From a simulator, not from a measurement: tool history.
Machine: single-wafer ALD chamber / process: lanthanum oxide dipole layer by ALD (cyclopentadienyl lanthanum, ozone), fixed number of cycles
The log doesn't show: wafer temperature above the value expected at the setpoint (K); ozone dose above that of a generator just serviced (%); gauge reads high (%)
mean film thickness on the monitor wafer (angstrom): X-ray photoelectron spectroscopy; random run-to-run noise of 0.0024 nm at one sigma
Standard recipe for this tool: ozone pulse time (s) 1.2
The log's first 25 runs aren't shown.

run,hour,ozone pulse time (s),wafers since the last listed run,hours since the last thermocouple change,hours since the last ozone generator service,hours since the showerhead was replaced,hours since the gauge calibration,"read-back reference wafer on the same gauge, thickness_nm",mean film thickness on the monitor wafer (angstrom)
26,1509.6,1.55,1387,1159.1,196,1074.7,672.7,0.558,5.06
27,1544.2,1.52,343,1193.7,230.6,1109.3,707.3,0.56,5.07
28,1741.7,0.79,1961,1391.2,428.1,1306.8,904.8,0.558,3.21
29,1765.9,1.2,240,1415.4,452.3,1331,929,0.558,4.69
30,1809.3,0.89,431,1458.8,495.7,1374.4,972.4,0.559,3.77
31,1851.3,1.2,417,1500.8,537.7,1416.4,1014.4,0.557,4.71
32,1879.5,0.97,280,1529,565.9,1444.6,1042.6,0.558,4.09
33,1906.1,0.91,264,1555.6,592.5,1471.2,1069.2,0.558,3.88
34,1962,1.2,555,1611.5,648.4,1527.1,1125.1,0.558,4.66

Branching from run 34: 4 alternative next runs. What would each branch give?
A,1962.4,1.2,3,1611.9,648.8,1527.5,1125.5,?,?
B,1962.4,0.94,3,1611.9,648.8,1527.5,1125.5,?,?
C,1962.4,1.36,3,1611.9,648.8,1527.5,1125.5,?,?
D,1962.4,0.87,3,1611.9,648.8,1527.5,1125.5,?,?

run,"read-back reference wafer on the same gauge, thickness_nm",mean film thickness on the monitor wafer (angstrom)
A,0.558,4.68
B,0.558,3.96
C,0.558,4.9
D,0.558,3.64
Stripped of hidden state, with their random variation kept, the same runs would have yielded:
run,mean film thickness on the monitor wafer (angstrom)
A,4.76
B,4.09
C,4.96
D,3.78
